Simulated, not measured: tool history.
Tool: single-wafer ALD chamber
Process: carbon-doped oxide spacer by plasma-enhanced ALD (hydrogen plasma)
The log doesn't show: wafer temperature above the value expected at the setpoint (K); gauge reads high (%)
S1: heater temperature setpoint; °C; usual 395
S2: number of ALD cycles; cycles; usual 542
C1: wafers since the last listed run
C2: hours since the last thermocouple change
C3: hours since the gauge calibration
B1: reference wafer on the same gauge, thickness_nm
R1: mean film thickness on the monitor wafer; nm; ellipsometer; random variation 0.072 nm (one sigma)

| run | hour | S1 | S2 | C1 | C2 | C3 | B1 | R1 |
|---|---|---|---|---|---|---|---|---|
| 1 | 0 | 395 | 542 | 0 | 369.9 | 1167.7 | 28.299 | 28.614 |
| 2 | 39.5 | 401 | 542 | 24 | 409.4 | 1207.2 | 28.295 | 28.704 |
| 3 | 119.9 | 401 | 542 | 50 | 489.8 | 1287.6 | 28.302 | 28.721 |
| 4 | 167.8 | 395 | 607 | 30 | 537.7 | 1335.5 | 28.304 | 32.257 |
| 5 | 228.8 | 395 | 607 | 38 | 598.7 | 1396.5 | 28.325 | 32.113 |
| 6 | 269.5 | 395 | 607 | 25 | 639.4 | 1437.2 | 28.325 | 32.187 |
| 7 | 585.4 | 395 | 542 | 199 | 955.3 | 1753.1 | 28.299 | 28.782 |
| 8 | 640 | 395 | 542 | 34 | 1009.9 | 1807.7 | 28.322 | 28.59 |
| 9 | 695.1 | 395 | 542 | 34 | 1065 | 1862.8 | 28.309 | 28.706 |
| 10 | 761.8 | 395 | 597 | 42 | 1131.7 | 1929.5 | 28.309 | 31.5 |
| 11 | 849.7 | 395 | 597 | 55 | 1219.6 | 2017.4 | 28.304 | 31.727 |
| 12 | 904.7 | 395 | 597 | 34 | 1274.6 | 2072.4 | 28.29 | 31.791 |
|  | 929.1 | thermocouple changed; heater temperature recalibrated |
| 13 | 1009.6 | 395 | 542 | 61 | 80.5 | 2177.3 | 28.305 | 28.677 |
| 14 | 1071.4 | 388 | 501 | 38 | 142.3 | 2239.1 | 28.304 | 26.414 |
|  | 1075.8 | gauge calibrated |
| 15 | 1152.6 | 395 | 597 | 51 | 223.5 | 76.8 | 28.299 | 31.609 |
| 16 | 1229 | 385 | 488 | 48 | 299.9 | 153.2 | 28.301 | 25.779 |
| 17 | 1300.4 | 395 | 472 | 44 | 371.3 | 224.6 | 28.291 | 25.013 |
| 18 | 1378.7 | 401 | 542 | 49 | 449.6 | 302.9 | 28.302 | 28.629 |
| 19 | 1457.7 | 407 | 464 | 49 | 528.6 | 381.9 | 28.303 | 24.127 |
| 20 | 1562.5 | 401 | 542 | 66 | 633.4 | 486.7 | 28.306 | 28.604 |
| 21 | 1668.7 | 395 | 510 | 66 | 739.6 | 592.9 | 28.303 | 27.043 |
| 22 | 1763 | 389 | 480 | 59 | 833.9 | 687.2 | 28.304 | 25.376 |
| 23 | 1836.1 | 384 | 481 | 46 | 907 | 760.3 | 28.3 | 25.482 |
| 24 | 1922.8 | 401 | 601 | 54 | 993.7 | 847 | 28.308 | 31.784 |
| 25 | 2028.9 | 383 | 542 | 66 | 1099.8 | 953.1 | 28.308 | 28.603 |
| 26 | 2089 | 395 | 479 | 37 | 1159.9 | 1013.2 | 28.31 | 25.473 |
| 27 | 2130.8 | 385 | 488 | 26 | 1201.7 | 1055 | 28.295 | 25.842 |

Forecast each of these 3 alternatives for the next run:
| A | 2132 | 395 | 542 | 0 | 1202.9 | 1056.2 | ? | ? |
| B | 2132 | 380 | 608 | 0 | 1202.9 | 1056.2 | ? | ? |
| C | 2132 | 382 | 577 | 0 | 1202.9 | 1056.2 | ? | ? |

| run | B1 | R1 |
|---|---|---|
| A | 28.298 | 28.828 |
| B | 28.298 | 32.338 |
| C | 28.298 | 30.689 |
Without the tool's hidden state the same runs would have given:
| run | R1 |
|---|---|
| A | 28.828 |
| B | 32.338 |
| C | 30.689 |
